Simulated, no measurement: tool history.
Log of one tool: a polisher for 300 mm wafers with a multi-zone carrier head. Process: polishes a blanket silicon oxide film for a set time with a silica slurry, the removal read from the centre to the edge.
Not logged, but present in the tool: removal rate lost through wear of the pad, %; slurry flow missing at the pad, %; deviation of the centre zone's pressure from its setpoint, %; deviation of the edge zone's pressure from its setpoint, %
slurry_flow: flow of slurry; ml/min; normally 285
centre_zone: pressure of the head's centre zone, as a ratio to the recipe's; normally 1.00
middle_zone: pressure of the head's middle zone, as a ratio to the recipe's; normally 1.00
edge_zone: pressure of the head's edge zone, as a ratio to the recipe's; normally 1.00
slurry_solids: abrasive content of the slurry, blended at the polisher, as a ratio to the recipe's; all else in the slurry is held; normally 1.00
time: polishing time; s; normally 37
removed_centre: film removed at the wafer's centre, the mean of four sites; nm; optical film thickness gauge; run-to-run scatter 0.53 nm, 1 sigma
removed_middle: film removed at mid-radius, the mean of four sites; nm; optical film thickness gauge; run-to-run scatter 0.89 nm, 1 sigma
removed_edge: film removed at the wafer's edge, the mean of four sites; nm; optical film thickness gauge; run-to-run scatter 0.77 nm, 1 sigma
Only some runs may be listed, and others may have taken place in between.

run,hour,slurry_flow,centre_zone,middle_zone,edge_zone,slurry_solids,time,wafers since the last listed run,wafers polished on this pad,hours since the slurry nozzle was cleaned,hours since the centre zone pressure was calibrated,hours since the edge zone pressure was calibrated,hours since the carrier head's membrane was replaced,"incoming thickness of the incoming film, nm",removed_centre,removed_middle,removed_edge
1,0.0,285,1.00,0.91,1.00,1.00,37,0,140,264.0,445.6,423.1,167.7,1533.7,84.7,73.7,80.0
2,19.8,310,1.00,1.00,1.00,0.80,37,156,297,283.8,465.4,442.9,187.5,1561.9,74.5,72.0,70.8
3,48.7,310,1.00,1.00,1.00,0.80,37,228,526,312.7,494.3,471.8,216.4,1572.0,75.1,71.8,70.9
4,124.9,285,1.00,0.96,1.00,1.00,37,603,1129,388.9,570.5,548.0,292.6,1579.8,84.6,77.2,80.2
# hour 145.2: slurry nozzle cleaned
5,154.1,285,1.00,1.07,1.00,1.00,37,223,1353,8.9,599.7,577.2,321.8,1560.3,84.6,85.3,80.4
# hour 160.2: centre zone pressure recalibrated
# hour 177.4: worn pad replaced by a new one
# hour 185.5: edge zone pressure recalibrated
6,186.0,285,1.00,1.07,1.00,1.00,37,189,52,40.8,25.8,0.5,353.7,1561.7,80.2,85.3,79.6
7,202.3,360,0.95,0.90,1.00,1.00,37,129,181,57.1,42.1,16.8,370.0,1595.0,78.4,73.9,81.1
8,230.2,285,1.00,1.00,1.00,1.00,37,220,402,85.0,70.0,44.7,397.9,1543.9,81.1,79.8,79.5
9,259.7,190,1.05,0.95,1.09,1.00,37,233,635,114.5,99.5,74.2,427.4,1562.8,80.8,73.7,79.9
10,277.6,285,1.04,1.04,1.00,1.00,49,141,777,132.4,117.4,92.1,445.3,1529.9,111.9,110.6,104.8
11,300.4,285,0.91,1.00,1.08,1.00,37,180,958,155.2,140.2,114.9,468.1,1564.6,74.3,80.2,84.0
12,331.4,205,1.00,1.09,1.11,0.85,37,245,1203,186.2,171.2,145.9,499.1,1592.6,71.3,74.7,73.8
# hour 354.7: carrier head's membrane replaced by a new one
# hour 365.9: worn pad replaced by a new one
13,366.4,285,1.00,1.00,1.12,1.00,46,205,4,221.2,206.2,180.9,11.7,1552.9,101.8,101.6,105.0
14,394.9,285,1.00,1.00,1.00,1.00,50,225,229,249.7,234.7,209.4,40.2,1563.2,111.0,107.6,108.7
15,409.7,285,1.00,1.12,1.04,1.00,37,117,346,264.5,249.5,224.2,55.0,1551.3,82.9,87.4,80.7
16,432.5,285,1.00,1.00,1.00,0.75,46,180,527,287.3,272.3,247.0,77.8,1527.6,88.1,85.9,82.2
17,464.9,285,1.00,1.00,1.00,0.70,37,256,783,319.7,304.7,279.4,110.2,1572.2,66.8,64.4,64.5
18,480.9,285,1.00,1.00,1.00,1.00,37,126,910,335.7,320.7,295.4,126.2,1581.7,83.3,80.3,79.3
19,505.4,285,1.05,0.93,1.00,1.15,28,193,1104,360.2,345.2,319.9,150.7,1576.6,71.3,62.3,64.7
# hour 520.1: worn pad replaced by a new one
20,532.6,285,1.00,1.00,1.11,1.00,37,183,99,387.4,372.4,347.1,177.9,1592.6,83.9,80.7,82.2
21,559.4,285,1.00,1.03,1.11,1.00,37,212,311,414.2,399.2,373.9,204.7,1545.1,84.4,81.3,82.5
22,584.8,285,0.91,0.91,1.00,1.00,37,201,512,439.6,424.6,399.3,230.1,1554.7,76.9,76.2,80.2
# hour 611.8: slurry nozzle cleaned
23,617.9,285,1.00,1.00,1.00,1.00,37,254,766,6.1,457.7,432.4,263.2,1548.0,85.8,80.9,80.4

Here are 3 independent what-if runs from the current tool condition. What would each one return?
A,618.3,285,1.00,1.00,1.00,1.00,25,3,769,6.5,458.1,432.8,263.6,1541.4,?,?,?
B,618.3,360,1.00,1.08,1.00,0.90,37,3,769,6.5,458.1,432.8,263.6,1541.4,?,?,?
C,618.3,335,1.00,1.00,1.00,1.00,37,3,769,6.5,458.1,432.8,263.6,1541.4,?,?,?

run,removed_centre,removed_middle,removed_edge
A,57.2,54.2,54.3
B,81.9,82.5,77.1
C,86.0,81.5,81.3
With the hidden condition removed and each run's random variation left untouched, the same runs would have given:
run,removed_centre,removed_middle,removed_edge
A,54.0,54.2,54.3
B,77.4,82.5,77.1
C,81.3,81.5,81.3

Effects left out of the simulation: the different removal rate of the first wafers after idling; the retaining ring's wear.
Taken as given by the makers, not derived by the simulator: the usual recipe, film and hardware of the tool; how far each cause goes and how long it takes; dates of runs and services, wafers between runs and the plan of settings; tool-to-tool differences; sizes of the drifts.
